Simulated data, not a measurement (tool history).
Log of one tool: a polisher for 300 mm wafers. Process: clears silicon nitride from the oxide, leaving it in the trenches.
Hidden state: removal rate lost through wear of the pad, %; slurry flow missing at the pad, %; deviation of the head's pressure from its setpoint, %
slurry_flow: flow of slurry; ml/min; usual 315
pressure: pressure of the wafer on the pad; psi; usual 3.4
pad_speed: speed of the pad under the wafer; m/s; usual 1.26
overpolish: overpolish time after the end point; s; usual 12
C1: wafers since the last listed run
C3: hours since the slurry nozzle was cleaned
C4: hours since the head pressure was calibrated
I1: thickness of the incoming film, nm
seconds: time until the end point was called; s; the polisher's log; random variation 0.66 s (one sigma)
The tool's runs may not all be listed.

{"run": 1, "hour": 0.0, "slurry_flow": 315, "pressure": 4.3, "pad_speed": 1.26, "overpolish": 12, "C1": 0, "wafers polished on this pad": 752, "C3": 162.9, "C4": 814.3, "I1": 131.9, "seconds": 64.2}
{"run": 2, "hour": 62.9, "slurry_flow": 315, "pressure": 4.3, "pad_speed": 1.26, "overpolish": 12, "C1": 482, "wafers polished on this pad": 1235, "C3": 225.8, "C4": 877.2, "I1": 128.9, "seconds": 63.3}
{"hour": 89.8, "done": "worn pad replaced by a new one"}
{"run": 3, "hour": 118.6, "slurry_flow": 315, "pressure": 4.3, "pad_speed": 1.26, "overpolish": 12, "C1": 396, "wafers polished on this pad": 220, "C3": 281.5, "C4": 932.9, "I1": 132.6, "seconds": 65.4}
{"run": 4, "hour": 161.1, "slurry_flow": 315, "pressure": 3.4, "pad_speed": 1.26, "overpolish": 18, "C1": 325, "wafers polished on this pad": 546, "C3": 324, "C4": 975.4, "I1": 131.7, "seconds": 82.3}
{"run": 5, "hour": 219.2, "slurry_flow": 315, "pressure": 3.4, "pad_speed": 1.26, "overpolish": 18, "C1": 445, "wafers polished on this pad": 992, "C3": 382.1, "C4": 1033.5, "I1": 130, "seconds": 79.7}
{"run": 6, "hour": 255.8, "slurry_flow": 315, "pressure": 3.4, "pad_speed": 1.26, "overpolish": 12, "C1": 280, "wafers polished on this pad": 1272, "C3": 418.7, "C4": 1070.1, "I1": 127.5, "seconds": 79.6}
{"hour": 267.2, "done": "head pressure recalibrated"}
{"hour": 279.3, "done": "worn pad replaced by a new one"}
{"run": 7, "hour": 327.1, "slurry_flow": 315, "pressure": 3.4, "pad_speed": 1.26, "overpolish": 17, "C1": 500, "wafers polished on this pad": 366, "C3": 490, "C4": 59.9, "I1": 130.9, "seconds": 82.3}
{"hour": 435.2, "done": "slurry nozzle cleaned"}
{"run": 8, "hour": 449.1, "slurry_flow": 315, "pressure": 3.4, "pad_speed": 1.26, "overpolish": 17, "C1": 927, "wafers polished on this pad": 1294, "C3": 13.9, "C4": 181.9, "I1": 129.6, "seconds": 79.8}
{"hour": 480.8, "done": "worn pad replaced by a new one"}
{"run": 9, "hour": 513.5, "slurry_flow": 315, "pressure": 3.4, "pad_speed": 1.26, "overpolish": 12, "C1": 463, "wafers polished on this pad": 250, "C3": 78.3, "C4": 246.3, "I1": 128.3, "seconds": 78.3}
{"run": 10, "hour": 585.5, "slurry_flow": 315, "pressure": 4, "pad_speed": 1.26, "overpolish": 12, "C1": 552, "wafers polished on this pad": 802, "C3": 150.3, "C4": 318.3, "I1": 130.2, "seconds": 68}
{"hour": 631.2, "done": "worn pad replaced by a new one"}
{"run": 11, "hour": 632.0, "slurry_flow": 315, "pressure": 3.4, "pad_speed": 1.26, "overpolish": 15, "C1": 325, "wafers polished on this pad": 5, "C3": 196.8, "C4": 364.8, "I1": 129.3, "seconds": 79.5}
{"run": 12, "hour": 674.3, "slurry_flow": 265, "pressure": 3.4, "pad_speed": 1.26, "overpolish": 17, "C1": 324, "wafers polished on this pad": 330, "C3": 239.1, "C4": 407.1, "I1": 129, "seconds": 79.9}
{"run": 13, "hour": 727.6, "slurry_flow": 380, "pressure": 4.2, "pad_speed": 1.5, "overpolish": 12, "C1": 408, "wafers polished on this pad": 738, "C3": 292.4, "C4": 460.4, "I1": 131.9, "seconds": 54.9}
{"run": 14, "hour": 751.7, "slurry_flow": 315, "pressure": 3.4, "pad_speed": 1.26, "overpolish": 12, "C1": 184, "wafers polished on this pad": 923, "C3": 316.5, "C4": 484.5, "I1": 129.1, "seconds": 80.6}
{"run": 15, "hour": 786.1, "slurry_flow": 315, "pressure": 4.6, "pad_speed": 1.26, "overpolish": 14, "C1": 263, "wafers polished on this pad": 1187, "C3": 350.9, "C4": 518.9, "I1": 132.4, "seconds": 61.2}
{"hour": 819.4, "done": "worn pad replaced by a new one"}
{"run": 16, "hour": 844.9, "slurry_flow": 315, "pressure": 3.4, "pad_speed": 1.46, "overpolish": 8, "C1": 420, "wafers polished on this pad": 195, "C3": 409.7, "C4": 577.7, "I1": 132.3, "seconds": 71.2}
{"run": 17, "hour": 885.0, "slurry_flow": 315, "pressure": 3.8, "pad_speed": 1.56, "overpolish": 17, "C1": 307, "wafers polished on this pad": 502, "C3": 449.8, "C4": 617.8, "I1": 129.6, "seconds": 59.2}

Forecast each of these 4 alternatives for the next run:
{"run": "A", "hour": 885.5, "slurry_flow": 315, "pressure": 3.4, "pad_speed": 1.48, "overpolish": 12, "C1": 3, "wafers polished on this pad": 506, "C3": 450.3, "C4": 618.3, "I1": 132, "seconds": "?"}
{"run": "B", "hour": 885.5, "slurry_flow": 315, "pressure": 3.4, "pad_speed": 0.94, "overpolish": 12, "C1": 3, "wafers polished on this pad": 506, "C3": 450.3, "C4": 618.3, "I1": 132, "seconds": "?"}
{"run": "C", "hour": 885.5, "slurry_flow": 410, "pressure": 4.1, "pad_speed": 1.02, "overpolish": 15, "C1": 3, "wafers polished on this pad": 506, "C3": 450.3, "C4": 618.3, "I1": 132, "seconds": "?"}
{"run": "D", "hour": 885.5, "slurry_flow": 315, "pressure": 4, "pad_speed": 1.26, "overpolish": 7, "C1": 3, "wafers polished on this pad": 506, "C3": 450.3, "C4": 618.3, "I1": 132, "seconds": "?"}

run=A seconds=70.7
run=B seconds=111.2
run=C seconds=83.8
run=D seconds=71
Without the tool's hidden state the same runs would have given:
run=A seconds=69.2
run=B seconds=109
run=C seconds=82.5
run=D seconds=69.5
